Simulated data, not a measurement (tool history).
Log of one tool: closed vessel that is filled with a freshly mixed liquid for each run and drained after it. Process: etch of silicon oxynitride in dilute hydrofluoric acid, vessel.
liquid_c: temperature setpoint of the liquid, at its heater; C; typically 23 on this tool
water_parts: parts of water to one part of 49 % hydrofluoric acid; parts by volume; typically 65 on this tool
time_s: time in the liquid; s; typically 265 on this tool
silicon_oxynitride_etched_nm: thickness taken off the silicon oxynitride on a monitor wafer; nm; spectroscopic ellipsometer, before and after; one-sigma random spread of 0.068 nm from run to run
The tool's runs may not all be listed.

| run | hour | liquid_c | water_parts | time_s | read-back film thickness of the silicon oxynitride reference wafer, read on the same gauge (nm) | silicon_oxynitride_etched_nm |
|---|---|---|---|---|---|---|
| 1 | 0 | 23 | 65 | 375 | 69.99 | 18.59 |
| 2 | 59.7 | 23 | 75 | 370 | 70.02 | 15.78 |
| 3 | 97.6 | 23 | 75 | 370 | 69.98 | 15.68 |
| 4 | 134.4 | 23 | 75 | 370 | 70 | 15.73 |
| 5 | 203.8 | 23 | 65 | 265 | 69.99 | 13.1 |
| 6 | 244.1 | 23 | 65 | 265 | 70 | 12.93 |
| 7 | 290.4 | 23 | 65 | 265 | 70.01 | 13.12 |
| 8 | 322.4 | 23 | 45 | 265 | 70.03 | 19.03 |
| 9 | 355.1 | 23 | 45 | 265 | 70.03 | 19.08 |
| 10 | 409.1 | 23 | 45 | 265 | 69.99 | 19.13 |
| 11 | 480.1 | 23 | 65 | 265 | 69.98 | 12.92 |
| 12 | 515.9 | 23 | 65 | 265 | 70.03 | 13 |
| 13 | 582.6 | 20.5 | 65 | 110 | 69.99 | 4.76 |
| 14 | 609.1 | 27.5 | 45 | 105 | 69.99 | 9.4 |
| 15 | 661 | 26.5 | 40 | 365 | 69.99 | 34.87 |
| 16 | 688.7 | 23 | 65 | 395 | 70.01 | 19.19 |
| 17 | 730.1 | 26 | 35 | 220 | 70.06 | 23.47 |
| 18 | 774.9 | 23 | 65 | 265 | 70 | 12.8 |
| 19 | 802.6 | 25.5 | 40 | 415 | 69.97 | 37.46 |
| 20 | 847 | 25 | 50 | 400 | 69.99 | 27.93 |
| 21 | 910.3 | 20 | 65 | 265 | 70.01 | 11.12 |
| 22 | 960.3 | 23 | 65 | 265 | 70 | 12.77 |
| 23 | 1121.1 | 23 | 65 | 265 | 69.97 | 13.52 |
| 24 | 1191.4 | 21 | 65 | 175 | 70.02 | 8.07 |
| 25 | 1239.2 | 23 | 65 | 265 | 70.01 | 13.42 |
| 26 | 1264.3 | 23 | 65 | 195 | 70.03 | 9.93 |
| 27 | 1323.9 | 24.5 | 65 | 205 | 70.02 | 11.25 |
| 28 | 1385.9 | 23 | 65 | 265 | 69.97 | 13.61 |
| 29 | 1416.5 | 26.5 | 65 | 415 | 70.05 | 25.05 |
| 30 | 1442.6 | 23 | 40 | 175 | 70 | 14.79 |
| 31 | 1513.5 | 20.5 | 45 | 190 | 70 | 12.56 |
| 32 | 1553.8 | 23 | 40 | 265 | 70.01 | 22.22 |
| 33 | 1583.9 | 19.5 | 45 | 115 | 70.05 | 7.18 |
| 34 | 1654.5 | 23 | 65 | 380 | 70.03 | 19.33 |

Between the runs listed above, the log contained 3 entries, not reproduced here. Where in the sequence does each belong, and how does what the log doesn't record of the tool's condition differ from the listed run before to the listed run after?
After run 20, before run 21: hydrofluoric acid flow meter replaced (hour 878.6)
  liquid colder than its thermometer reads (K): 1.14 -> 1.17
  what was measured, less what the result would be without the hidden state, silicon_oxynitride_etched_nm: -1.59 -> -0.67 nm
After run 22, before run 23: gauge calibrated (hour 973.1); thermometer replaced (hour 1120.3)
  liquid colder than its thermometer reads (K): 1.19 -> 0.0671
  what was measured, less what the result would be without the hidden state, silicon_oxynitride_etched_nm: -0.76 -> -0.05 nm
